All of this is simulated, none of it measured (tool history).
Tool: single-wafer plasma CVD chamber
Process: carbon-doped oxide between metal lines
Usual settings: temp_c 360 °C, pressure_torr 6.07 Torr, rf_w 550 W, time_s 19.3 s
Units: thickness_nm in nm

run,hour,temp_c,pressure_torr,rf_w,time_s,wafers since the last listed run,hours since the last thermocouple change,hours since the last RF generator calibration,hours since the last manometer calibration,hours since the showerhead was replaced,hours since the gauge calibration,"read-back reference wafer on the same gauge, thickness_nm",thickness_nm
1,0.0,360,6.07,550,19.3,0,963.2,1049.0,2484.4,6339.3,36.8,118.697,91.870
2,12.7,360,6.07,550,19.3,279,975.9,1061.7,2497.1,6352.0,49.5,118.730,92.023
3,21.6,360,6.07,550,19.3,195,984.8,1070.6,2506.0,6360.9,58.4,118.760,91.945
4,28.2,360,6.07,550,19.3,144,991.4,1077.2,2512.6,6367.5,65.0,118.673,91.932
5,40.4,352,6.07,550,22.4,268,1003.6,1089.4,2524.8,6379.7,77.2,118.739,108.411
6,51.9,360,6.07,550,19.3,252,1015.1,1100.9,2536.3,6391.2,88.7,118.697,91.651
# hour 70.0: showerhead replaced
7,70.5,360,6.07,550,19.3,232,1033.7,1119.5,2554.9,0.5,107.3,118.701,91.595
8,78.7,360,6.07,550,19.3,180,1041.9,1127.7,2563.1,8.7,115.5,118.686,91.677
# hour 94.2: capacitance manometer re-zeroed and calibrated
# hour 98.3: thermocouple changed; heater temperature recalibrated
9,98.8,360,6.07,550,19.3,176,0.5,1147.8,4.6,28.8,135.6,118.722,91.498
10,103.8,360,6.07,550,19.3,109,5.5,1152.8,9.6,33.8,140.6,118.650,91.388
11,114.5,360,6.07,550,19.3,235,16.2,1163.5,20.3,44.5,151.3,118.690,91.195
12,126.1,352,6.07,550,19.3,254,27.8,1175.1,31.9,56.1,162.9,118.717,93.029
# hour 130.2: gauge calibrated
13,135.2,360,6.73,550,19.3,199,36.9,1184.2,41.0,65.2,5.0,118.697,92.294
# hour 143.5: RF generator calibrated
14,145.5,372,6.07,660,19.3,50,47.2,2.0,51.3,75.5,15.3,118.735,112.443
15,154.1,360,6.07,550,20.3,188,55.8,10.6,59.9,84.1,23.9,118.703,103.626
16,170.0,360,6.07,550,16.7,349,71.7,26.5,75.8,100.0,39.8,118.711,85.795
17,184.0,360,6.07,550,19.3,307,85.7,40.5,89.8,114.0,53.8,118.698,98.509
18,198.2,368,6.07,550,19.3,311,99.9,54.7,104.0,128.2,68.0,118.717,96.732

3 ways to go on from here, each from the tool as it stands after run 18. What would each give?
A,198.6,360,6.07,550,19.3,8,100.3,55.1,104.4,128.6,68.4,?,?
B,198.6,360,6.76,550,19.3,8,100.3,55.1,104.4,128.6,68.4,?,?
C,198.6,360,6.54,550,19.3,8,100.3,55.1,104.4,128.6,68.4,?,?

run,"read-back reference wafer on the same gauge, thickness_nm",thickness_nm
A,118.703,98.365
B,118.703,99.520
C,118.703,99.253
Without the tool's hidden state the same runs would have given:
run,thickness_nm
A,99.501
B,100.670
C,100.400
